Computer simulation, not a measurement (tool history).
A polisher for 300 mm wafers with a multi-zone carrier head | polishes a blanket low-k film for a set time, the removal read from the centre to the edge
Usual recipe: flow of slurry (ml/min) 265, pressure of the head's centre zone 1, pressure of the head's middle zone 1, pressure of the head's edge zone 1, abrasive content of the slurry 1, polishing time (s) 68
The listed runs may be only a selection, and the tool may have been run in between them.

run	hour	flow of slurry (ml/min)	pressure of the head's centre zone	pressure of the head's middle zone	pressure of the head's edge zone	abrasive content of the slurry	polishing time (s)	incoming thickness of the incoming film, nm	film removed at the wafer's centre (nm)	film removed at mid-radius (nm)	film removed at the wafer's edge (nm)
1	0	265	1	1	1	1	52	783	22.1	22.3	23
2	12.3	265	1	1	1	1	52	781.5	21.7	22.1	22.6
# hour 19.1: worn pad replaced by a new one
3	20.3	265	1	1	1	1	52	784.6	22.2	22.5	22.4
4	31.9	265	1	1	1	1.2	68	785.7	30.7	31.6	31.4
5	49.7	265	1	1	1	1.2	68	775.1	31.2	31.7	31.3
6	56.3	265	1	1	1	1	68	783.6	28.7	29.3	29.6
# hour 70.4: slurry nozzle cleaned
# hour 74.3: centre zone pressure recalibrated
7	74.8	265	1	1	1	1	68	776	29.4	29.5	29.6
8	89.1	265	1	1	1	1	68	769.2	28.9	29.5	29
# hour 96: carrier head's membrane replaced by a new one
# hour 101.2: edge zone pressure recalibrated
9	101.7	185	1	1	1	1	68	776	27.4	27.9	28.6
# hour 119.7: worn pad replaced by a new one
10	120.2	200	1	1	1	1	68	772	27.4	28.3	28.2
11	164.3	265	1	1	1	1	52	770.4	22.3	22.2	22.4
12	171.2	265	1	1	1	1	49	784.8	20.8	21.2	21.3
13	183.9	265	1	1	1	0.85	45	779.6	18.1	18.1	18
14	200.9	315	1	1	1	1	68	785.8	29.4	30	29.6
# hour 209: worn pad replaced by a new one
15	214.5	265	1	1	1	1	58	784.1	25.1	25.1	25.5
16	222	265	1	1	1	1	52	787.5	22.6	22.5	22.8

Predict each of these 4 candidate next runs independently; none follows another, all start after run 16:
A	222.5	265	1	1	1	1	91	791.7	?	?	?
B	222.5	295	0.91	1	1	1	68	791.7	?	?	?
C	222.5	305	1.11	1	1	1	68	791.7	?	?	?
D	222.5	215	1.06	1	1	1	68	791.7	?	?	?

run	film removed at the wafer's centre (nm)	film removed at mid-radius (nm)	film removed at the wafer's edge (nm)
A	39.2	39.2	39.7
B	27	29.7	30
C	33.1	29.7	30.1
D	30.1	28.5	29.1
Stripped of hidden state, with their random variation kept, the same runs would have yielded:
run	film removed at the wafer's centre (nm)	film removed at mid-radius (nm)	film removed at the wafer's edge (nm)
A	39.2	39.2	39.7
B	27	29.7	30
C	33.1	29.7	30.1
D	30.1	28.5	29.1

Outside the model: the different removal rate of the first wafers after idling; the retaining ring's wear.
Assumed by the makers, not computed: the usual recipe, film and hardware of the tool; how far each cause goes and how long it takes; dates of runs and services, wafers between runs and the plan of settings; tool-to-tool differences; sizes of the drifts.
